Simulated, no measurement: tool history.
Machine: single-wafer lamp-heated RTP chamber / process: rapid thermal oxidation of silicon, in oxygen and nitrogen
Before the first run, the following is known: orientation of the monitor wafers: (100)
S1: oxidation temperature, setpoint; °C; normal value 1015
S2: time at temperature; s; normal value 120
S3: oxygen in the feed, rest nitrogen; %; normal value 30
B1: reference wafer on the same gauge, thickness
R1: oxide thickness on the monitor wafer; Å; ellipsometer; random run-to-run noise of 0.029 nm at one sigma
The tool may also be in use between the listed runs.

run	hour	S1	S2	S3	B1	R1
1	0.0	1015	120	30	6.610	68.43
2	263.5	1015	120	30	6.608	68.76
# hour 315.0: pyrometer window cleaned and pyrometer calibrated
3	322.6	1015	120	30	6.607	68.35
4	385.7	1015	120	30	6.607	68.26
5	479.9	1015	120	49	6.609	81.19
6	559.8	1015	120	49	6.613	81.40
7	614.9	1015	120	49	6.610	81.35
8	720.6	1015	120	30	6.611	68.58
9	809.8	1015	120	30	6.610	68.25
# hour 878.8: pyrometer window cleaned and pyrometer calibrated
10	910.1	1015	120	30	6.614	68.39
11	999.5	1015	120	40	6.606	74.83
12	1041.0	1015	120	30	6.612	68.72
13	1119.1	1015	120	30	6.608	68.50
14	1180.6	1015	120	30	6.613	68.17
15	1243.5	1015	120	30	6.610	68.66
16	1318.6	1004	120	17	6.611	52.50
17	1392.2	1043	176	40	6.608	109.39
# hour 1402.2: pyrometer window cleaned and pyrometer calibrated
18	1444.5	1015	120	30	6.605	68.53
19	1481.2	998	165	17	6.608	57.96
20	1531.8	1023	120	30	6.609	72.41
# hour 1563.9: gauge calibrated
21	1575.8	1015	120	30	6.614	68.30
# hour 1674.0: oxygen flow controller replaced
22	1810.4	1015	78	30	6.610	57.07
# hour 1872.0: pyrometer window cleaned and pyrometer calibrated
23	1877.4	992	88	22	6.611	46.70
24	1924.4	1015	173	30	6.608	80.48
25	1983.1	1015	120	30	6.611	68.46
26	2160.0	1034	78	17	6.614	53.31
27	2204.0	1015	120	30	6.607	68.57
28	2293.3	1015	75	41	6.610	61.98
# hour 2388.3: pyrometer window cleaned and pyrometer calibrated
29	2422.8	1015	120	30	6.602	68.79
30	2497.3	1031	178	53	6.607	111.91
31	2546.0	1015	89	30	6.610	59.78

Below are 5 alternative next runs, each starting from the tool's condition after run 31. Predict each:
A	2546.5	1015	120	30	?	?
B	2546.5	989	148	45	?	?
C	2546.5	1045	100	17	?	?
D	2546.5	1015	172	17	?	?
E	2546.5	1015	95	30	?	?

run	B1	R1
A	6.608	68.02
B	6.608	71.25
C	6.608	63.46
D	6.608	65.68
E	6.608	61.41
With no hidden state in the tool, these same runs would have given:
run	R1
A	68.02
B	71.25
C	63.46
D	65.68
E	61.41

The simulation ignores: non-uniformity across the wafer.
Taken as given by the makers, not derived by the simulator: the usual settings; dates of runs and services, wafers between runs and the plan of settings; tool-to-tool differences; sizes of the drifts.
